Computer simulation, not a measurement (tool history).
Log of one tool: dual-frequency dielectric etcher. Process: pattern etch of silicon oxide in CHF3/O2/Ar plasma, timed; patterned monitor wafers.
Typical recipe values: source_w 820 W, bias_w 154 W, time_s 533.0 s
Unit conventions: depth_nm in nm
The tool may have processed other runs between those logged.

run,hour,source_w,bias_w,time_s,"read-back reference wafer on the same gauge, depth_nm",depth_nm
1,0.0,820,154,533.0,1300.6,1110.9
# hour 10.2: gauge calibrated
2,88.5,820,154,533.0,1301.6,1114.3
3,162.9,820,154,533.0,1300.3,1133.1
4,230.5,820,154,533.0,1298.7,1136.0
# hour 322.1: wet clean of the chamber
5,322.6,820,154,533.0,1300.5,1111.8
6,357.1,820,183,533.0,1299.4,1172.3
7,458.7,820,154,634.5,1300.2,1330.6
8,517.1,820,154,634.5,1298.7,1329.8
9,592.0,820,154,634.5,1299.3,1349.7
# hour 653.5: upper electrode replaced
10,654.0,820,173,437.5,1300.8,973.2
# hour 696.9: wet clean of the chamber
11,744.9,820,154,458.5,1299.6,953.2
12,818.5,820,154,458.5,1300.9,957.7
13,880.0,880,154,533.0,1301.1,1156.5
14,956.7,630,129,455.5,1299.4,807.4
15,996.9,820,127,666.5,1299.3,1324.3
16,1077.9,820,154,443.0,1300.7,946.9
# hour 1081.9: gauge calibrated
# hour 1153.4: wet clean of the chamber
17,1178.2,820,154,533.0,1299.3,1104.1
18,1236.4,680,171,688.5,1299.4,1378.5

Run 19 has not been measured yet. What should we expect?
19,1320.4,690,154,574.5,?,?

read-back reference wafer on the same gauge, depth_nm: 1302.3
depth_nm: 1121.2 nm
With no hidden state in the tool, this same run would have given depth_nm 1091.9 nm.
